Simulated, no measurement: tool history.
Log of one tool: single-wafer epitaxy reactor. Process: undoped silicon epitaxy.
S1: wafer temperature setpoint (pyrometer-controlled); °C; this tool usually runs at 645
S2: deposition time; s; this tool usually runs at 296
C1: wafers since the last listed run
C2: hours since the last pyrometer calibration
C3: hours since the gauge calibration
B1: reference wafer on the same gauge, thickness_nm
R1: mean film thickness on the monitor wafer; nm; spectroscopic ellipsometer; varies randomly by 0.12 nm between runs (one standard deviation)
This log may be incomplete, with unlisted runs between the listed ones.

run,hour,S1,S2,C1,C2,C3,B1,R1
1,0,645,256,0,887.3,159.1,39.204,41.784
2,27.7,645,314,199,915,186.8,39.178,51.31
3,52.3,645,314,176,939.6,211.4,39.173,51.58
4,69.3,645,314,122,956.6,228.4,39.234,51.301
5,105,645,296,256,992.3,264.1,39.197,48.437
6,139.9,645,296,250,1027.2,299,39.219,48.584
7,171.7,645,312,228,1059,330.8,39.256,51.135
8,204.9,645,312,238,1092.2,364,39.199,51.231
9,218,645,312,94,1105.3,377.1,39.208,51.286
10,243.8,645,260,185,1131.1,402.9,39.193,42.811
11,261.7,645,260,128,1149,420.8,39.184,42.719
12,295.8,645,296,245,1183.1,454.9,39.192,48.682
13,322.5,645,296,191,1209.8,481.6,39.203,48.759
14,348.7,645,337,188,1236,507.8,39.21,55.425
# hour 367.7: pyrometer calibrated
15,377.2,645,296,147,9.5,536.3,39.219,45.402
# hour 423.8: gauge calibrated
16,454,659,342,551,86.3,30.2,39.192,75.068
17,484.1,645,296,216,116.4,60.3,39.18,46.261
18,500.5,656,321,117,132.8,76.7,39.186,65.9
19,523.3,645,296,163,155.6,99.5,39.174,46.393
20,549,645,296,184,181.3,125.2,39.204,46.287
21,578.6,656,296,212,210.9,154.8,39.186,61.378
22,609.9,645,269,224,242.2,186.1,39.203,42.517
23,633,645,296,166,265.3,209.2,39.214,46.981
24,651.6,640,332,133,283.9,227.8,39.248,46.432
25,674.2,656,244,162,306.5,250.4,39.245,51.026
26,707,639,268,235,339.3,283.2,39.193,36.727

Results per run with the tool's hidden condition removed, run-to-run variation unchanged:
The hidden state here: wafer temperature above the value expected at the setpoint (K); gauge reads high (%).
run,R1
1,39.23
2,48.147
3,48.378
4,48.102
5,45.39
6,45.502
7,47.87
8,47.938
9,47.982
10,40.041
11,39.947
12,45.506
13,45.565
14,51.781
15,45.405
16,74.279
17,45.584
18,64.836
19,45.505
20,45.275
21,59.896
22,41.34
23,45.586
24,44.965
25,49.388
26,35.408
